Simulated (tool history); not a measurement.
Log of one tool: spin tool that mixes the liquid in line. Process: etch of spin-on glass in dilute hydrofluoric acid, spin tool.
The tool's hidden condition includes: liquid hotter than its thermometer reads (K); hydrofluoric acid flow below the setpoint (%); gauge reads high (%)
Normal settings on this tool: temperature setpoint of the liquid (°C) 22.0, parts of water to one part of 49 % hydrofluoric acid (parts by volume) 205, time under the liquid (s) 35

run    hour  temperature setpoint of the liquid (°C)  parts of water to one part of 49 % hydrofluoric acid (parts by volume)  time under the liquid (s)  wafers since the last listed run  hours since the thermometer was replaced  hours since the hydrofluoric acid flow meter was replaced  hours since the gauge calibration  read-back film thickness of the spin-on glass reference wafer, read on the same gauge (nm)  thickness taken off the spin-on glass on a monitor wafer (angstrom)
  1     0.0                                     19.0                                                                     205                         35                                 0                                    1960.7                                                      284.4                               78.9                                                                                     120.021                                                                29.96
  2    91.9                                     19.0                                                                     205                         35                              1418                                    2052.6                                                      376.3                              170.8                                                                                     119.977                                                                29.26
  3   169.2                                     22.0                                                                     155                         35                              1193                                    2129.9                                                      453.6                              248.1                                                                                     120.036                                                                46.27
  4   209.6                                     22.0                                                                     155                         35                               623                                    2170.3                                                      494.0                              288.5                                                                                     119.964                                                                46.08
  5   279.0                                     22.0                                                                     205                         35                              1071                                    2239.7                                                      563.4                              357.9                                                                                     119.992                                                                32.30
  6   377.4                                     22.0                                                                     205                         35                              1519                                    2338.1                                                      661.8                              456.3                                                                                     119.980                                                                32.36
  7   476.1                                     22.0                                                                     205                         35                              1523                                    2436.8                                                      760.5                              555.0                                                                                     120.018                                                                32.07
  8   569.0                                     22.0                                                                     205                         35                              1434                                    2529.7                                                      853.4                              647.9                                                                                     119.960                                                                31.67
      572.3  -- gauge calibrated
  9   651.8                                     22.0                                                                     205                         20                              1278                                    2612.5                                                      936.2                               79.5                                                                                     119.977                                                                18.03
 10   703.2                                     19.5                                                                     175                         35                               793                                    2663.9                                                      987.6                              130.9                                                                                     119.977                                                                34.58
      763.5  -- hydrofluoric acid flow meter replaced
 11   766.0                                     20.0                                                                     270                         45                               954                                    2726.7                                                        2.5                              193.7                                                                                     120.016                                                                29.25
      819.4  -- thermometer replaced
 12   860.6                                     22.0                                                                     145                         30                              1445                                      41.2                                                       97.1                              288.3                                                                                     119.996                                                                43.84
 13   917.0                                     19.0                                                                     205                         35                               870                                      97.6                                                      153.5                              344.7                                                                                     119.941                                                                29.86
 14   962.1                                     22.0                                                                     260                         50                               696                                     142.7                                                      198.6                              389.8                                                                                     120.030                                                                35.61
 15  1019.8                                     22.0                                                                     150                         35                               890                                     200.4                                                      256.3                              447.5                                                                                     120.000                                                                48.08
 16  1104.9                                     22.0                                                                     305                         20                              1314                                     285.5                                                      341.4                              532.6                                                                                     120.015                                                                11.44

Some steps in thickness taken off the spin-on glass on a monitor wafer (angstrom), run to run, broken into two amounts with sign: the step expected even without the hidden condition (settings, incoming material, random variation), and the rest, left for the hidden condition together with whatever gauge scatter is not in both the measured and the hidden-condition-free result:
Run 10 -> 11: temperature setpoint of the liquid (°C) 19.5 -> 20.0, parts of water to one part of 49 % hydrofluoric acid (parts by volume) 175 -> 270, time under the liquid (s) 35 -> 45, hydrofluoric acid flow meter replaced. thickness taken off the spin-on glass on a monitor wafer (angstrom) -5.33: hidden state +3.08, all else -8.41.
Run 15 -> 16: parts of water to one part of 49 % hydrofluoric acid (parts by volume) 150 -> 305, time under the liquid (s) 35 -> 20. thickness taken off the spin-on glass on a monitor wafer (angstrom) -36.64: hidden state +0.93, all else -37.57.
